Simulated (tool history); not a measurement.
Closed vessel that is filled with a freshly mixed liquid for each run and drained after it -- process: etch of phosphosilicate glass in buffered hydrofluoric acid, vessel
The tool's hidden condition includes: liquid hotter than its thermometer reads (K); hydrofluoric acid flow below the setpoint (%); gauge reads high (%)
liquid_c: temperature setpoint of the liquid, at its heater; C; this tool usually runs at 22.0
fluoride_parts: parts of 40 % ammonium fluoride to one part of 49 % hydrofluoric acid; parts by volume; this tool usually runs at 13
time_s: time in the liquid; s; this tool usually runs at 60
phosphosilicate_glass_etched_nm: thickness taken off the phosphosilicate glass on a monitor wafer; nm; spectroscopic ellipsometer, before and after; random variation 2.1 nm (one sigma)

run,hour,liquid_c,fluoride_parts,time_s,wafers since the last listed run,hours since the thermometer was replaced,hours since the hydrofluoric acid flow meter was replaced,hours since the gauge calibration,"read-back film thickness of the phosphosilicate glass reference wafer, read on the same gauge (nm)",phosphosilicate_glass_etched_nm
1,0.0,22.0,10,60,0,2729.2,1003.5,196.4,70.00,365.27
2,12.0,22.0,13,60,1662,2741.2,1015.5,208.4,70.02,279.25
3,27.4,22.0,13,60,2133,2756.6,1030.9,223.8,70.01,281.01
4,43.8,22.0,13,60,2271,2773.0,1047.3,240.2,70.02,279.61
5,76.1,22.0,13,60,4474,2805.3,1079.6,272.5,69.99,279.62
6,101.1,22.0,13,60,3462,2830.3,1104.6,297.5,70.03,274.77
7,123.8,22.0,13,50,3144,2853.0,1127.3,320.2,70.00,230.29
8,155.2,22.0,13,50,4349,2884.4,1158.7,351.6,70.01,231.57
9,172.2,22.0,13,60,2354,2901.4,1175.7,368.6,70.01,273.91
# hour 190.6: thermometer replaced
10,202.9,22.0,13,60,4113,12.3,1206.4,399.3,70.04,276.13
11,218.4,22.0,13,60,2146,27.8,1221.9,414.8,69.99,276.33
12,247.1,22.0,13,60,3975,56.5,1250.6,443.5,69.97,273.39
13,260.7,23.5,13,60,1883,70.1,1264.2,457.1,70.04,297.95

What will run 14 give?
# hour 275.8: gauge calibrated
14,282.1,19.5,13,60,2964,91.5,1285.6,6.3,?,?

read-back film thickness of the phosphosilicate glass reference wafer, read on the same gauge (nm): 70.01
phosphosilicate_glass_etched_nm: 237.15 nm
With the hidden condition absent and the run-to-run variation left alone, this run would have shown phosphosilicate_glass_etched_nm 266.03 nm.

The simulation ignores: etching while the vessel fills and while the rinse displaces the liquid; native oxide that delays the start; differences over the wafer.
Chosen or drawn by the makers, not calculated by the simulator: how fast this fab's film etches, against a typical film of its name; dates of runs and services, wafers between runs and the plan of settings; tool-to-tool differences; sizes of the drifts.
